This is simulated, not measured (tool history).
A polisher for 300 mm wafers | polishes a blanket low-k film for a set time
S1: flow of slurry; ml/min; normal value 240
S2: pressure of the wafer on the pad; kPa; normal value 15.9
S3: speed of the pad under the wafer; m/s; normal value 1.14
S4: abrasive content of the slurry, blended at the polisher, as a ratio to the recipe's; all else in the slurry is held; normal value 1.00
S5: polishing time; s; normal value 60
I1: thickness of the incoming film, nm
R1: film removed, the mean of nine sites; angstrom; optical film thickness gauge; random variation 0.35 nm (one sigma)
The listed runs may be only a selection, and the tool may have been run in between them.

{"run": 1, "day": 0.0, "S1": 185, "S2": 15.9, "S3": 1.14, "S4": 1.0, "S5": 60, "I1": 615.7, "R1": 277}
{"run": 2, "day": 3.733, "S1": 240, "S2": 17.9, "S3": 1.14, "S4": 1.0, "S5": 60, "I1": 608.4, "R1": 309}
{"run": 3, "day": 6.762, "S1": 240, "S2": 17.9, "S3": 1.14, "S4": 1.0, "S5": 60, "I1": 605.6, "R1": 308}
{"run": 4, "day": 10.829, "S1": 240, "S2": 17.9, "S3": 1.14, "S4": 1.0, "S5": 60, "I1": 616.3, "R1": 291}
{"run": 5, "day": 12.583, "S1": 240, "S2": 15.9, "S3": 1.14, "S4": 1.0, "S5": 60, "I1": 611.8, "R1": 267}
{"run": 6, "day": 14.362, "S1": 240, "S2": 15.9, "S3": 1.14, "S4": 1.0, "S5": 60, "I1": 600.3, "R1": 258}
{"run": 7, "day": 17.221, "S1": 240, "S2": 15.9, "S3": 1.14, "S4": 1.0, "S5": 60, "I1": 606.7, "R1": 298}
{"run": 8, "day": 21.033, "S1": 240, "S2": 15.9, "S3": 1.14, "S4": 1.0, "S5": 60, "I1": 617.5, "R1": 293}
{"run": 9, "day": 24.238, "S1": 240, "S2": 15.9, "S3": 1.14, "S4": 1.0, "S5": 60, "I1": 610.9, "R1": 283}
{"run": 10, "day": 28.642, "S1": 240, "S2": 15.9, "S3": 1.14, "S4": 1.0, "S5": 60, "I1": 613.2, "R1": 274}
{"run": 11, "day": 31.012, "S1": 160, "S2": 15.9, "S3": 1.14, "S4": 1.0, "S5": 60, "I1": 611.2, "R1": 254}
{"run": 12, "day": 33.888, "S1": 315, "S2": 15.9, "S3": 1.14, "S4": 1.0, "S5": 40, "I1": 617.2, "R1": 180}
{"run": 13, "day": 35.942, "S1": 240, "S2": 15.9, "S3": 1.14, "S4": 0.9, "S5": 60, "I1": 612.2, "R1": 286}
{"run": 14, "day": 40.392, "S1": 240, "S2": 15.9, "S3": 1.14, "S4": 1.0, "S5": 60, "I1": 616.1, "R1": 287}
{"run": 15, "day": 43.688, "S1": 195, "S2": 14.5, "S3": 0.9, "S4": 1.0, "S5": 50, "I1": 608.9, "R1": 179}
{"run": 16, "day": 46.529, "S1": 275, "S2": 15.9, "S3": 1.54, "S4": 0.8, "S5": 51, "I1": 600.6, "R1": 286}
{"run": 17, "day": 50.917, "S1": 240, "S2": 20.7, "S3": 1.54, "S4": 1.0, "S5": 60, "I1": 604.0, "R1": 433}
{"run": 18, "day": 54.275, "S1": 285, "S2": 15.9, "S3": 1.14, "S4": 1.0, "S5": 60, "I1": 602.8, "R1": 271}
{"run": 19, "day": 57.896, "S1": 240, "S2": 15.9, "S3": 1.14, "S4": 1.0, "S5": 60, "I1": 611.8, "R1": 262}
{"run": 20, "day": 61.925, "S1": 240, "S2": 13.8, "S3": 0.9, "S4": 1.0, "S5": 60, "I1": 609.0, "R1": 213}
{"run": 21, "day": 64.958, "S1": 275, "S2": 20.7, "S3": 1.14, "S4": 1.0, "S5": 75, "I1": 611.5, "R1": 442}
{"run": 22, "day": 69.208, "S1": 240, "S2": 19.3, "S3": 0.78, "S4": 1.15, "S5": 47, "I1": 619.9, "R1": 198}
{"run": 23, "day": 73.154, "S1": 300, "S2": 15.9, "S3": 1.14, "S4": 1.0, "S5": 60, "I1": 604.5, "R1": 278}
{"run": 24, "day": 75.342, "S1": 160, "S2": 11.7, "S3": 1.34, "S4": 0.85, "S5": 60, "I1": 611.5, "R1": 214}
{"run": 25, "day": 77.062, "S1": 240, "S2": 15.9, "S3": 1.14, "S4": 1.0, "S5": 60, "I1": 603.4, "R1": 259}
{"run": 26, "day": 78.983, "S1": 240, "S2": 15.9, "S3": 0.76, "S4": 1.1, "S5": 60, "I1": 601.9, "R1": 218}

The log once held 19 entries between its listed runs, left out of this copy. Where does each go, and what is different about the tool's unlogged condition between the listed run before it and the listed run after it?
Between runs 2 and 3: slurry nozzle cleaned (day 4.067); head pressure recalibrated (day 5.650)
  removal rate lost through wear of the pad, %: 7.85 -> 9.78
  the result without the hidden state subtracted from the measured one, R1: -26 -> -33 angstrom
Between runs 6 and 7: worn pad replaced by a new one (day 15.354); conditioning disc replaced and pad reconditioned (day 15.796); slurry blender recalibrated (day 17.004)
  removal rate lost through wear of the pad, %: 14.6 -> 1.89
  the result without the hidden state subtracted from the measured one, R1: -44 -> -5 angstrom
Between runs 9 and 10: head pressure recalibrated (day 26.204)
  removal rate lost through wear of the pad, %: 6.37 -> 9.18
  the result without the hidden state subtracted from the measured one, R1: -19 -> -27 angstrom
Between runs 11 and 12: slurry nozzle cleaned (day 33.721)
  removal rate lost through wear of the pad, %: 10.7 -> 12.5
  the result without the hidden state subtracted from the measured one, R1: -30 -> -26 angstrom
Between runs 12 and 13: conditioning disc replaced and pad reconditioned (day 34.062); worn pad replaced by a new one (day 35.325)
  removal rate lost through wear of the pad, %: 12.5 -> 0.911
  the result without the hidden state subtracted from the measured one, R1: -26 -> -3 angstrom
Between runs 13 and 14: slurry blender recalibrated (day 39.646)
  removal rate lost through wear of the pad, %: 0.911 -> 3.75
  the result without the hidden state subtracted from the measured one, R1: -3 -> -11 angstrom
Between runs 16 and 17: head pressure recalibrated (day 50.850)
  removal rate lost through wear of the pad, %: 7.67 -> 10.5
  the result without the hidden state subtracted from the measured one, R1: -23 -> -51 angstrom
Between runs 17 and 18: conditioning disc replaced and pad reconditioned (day 52.488)
  removal rate lost through wear of the pad, %: 10.5 -> 12.6
  the result without the hidden state subtracted from the measured one, R1: -51 -> -40 angstrom
Between runs 18 and 19: slurry nozzle cleaned (day 56.142)
  removal rate lost through wear of the pad, %: 12.6 -> 14.9
  the result without the hidden state subtracted from the measured one, R1: -40 -> -46 angstrom
Between runs 19 and 20: worn pad replaced by a new one (day 58.138); slurry blender recalibrated (day 60.454)
  removal rate lost through wear of the pad, %: 14.9 -> 4.73
  the result without the hidden state subtracted from the measured one, R1: -46 -> -10 angstrom
Between runs 22 and 23: head pressure recalibrated (day 71.958); conditioning disc replaced and pad reconditioned (day 71.962)
  removal rate lost through wear of the pad, %: 9.38 -> 11.9
  the result without the hidden state subtracted from the measured one, R1: -21 -> -38 angstrom
Between runs 25 and 26: worn pad replaced by a new one (day 77.688); slurry blender recalibrated (day 78.017)
  removal rate lost through wear of the pad, %: 14.4 -> 3.43
  the result without the hidden state subtracted from the measured one, R1: -44 -> -7 angstrom

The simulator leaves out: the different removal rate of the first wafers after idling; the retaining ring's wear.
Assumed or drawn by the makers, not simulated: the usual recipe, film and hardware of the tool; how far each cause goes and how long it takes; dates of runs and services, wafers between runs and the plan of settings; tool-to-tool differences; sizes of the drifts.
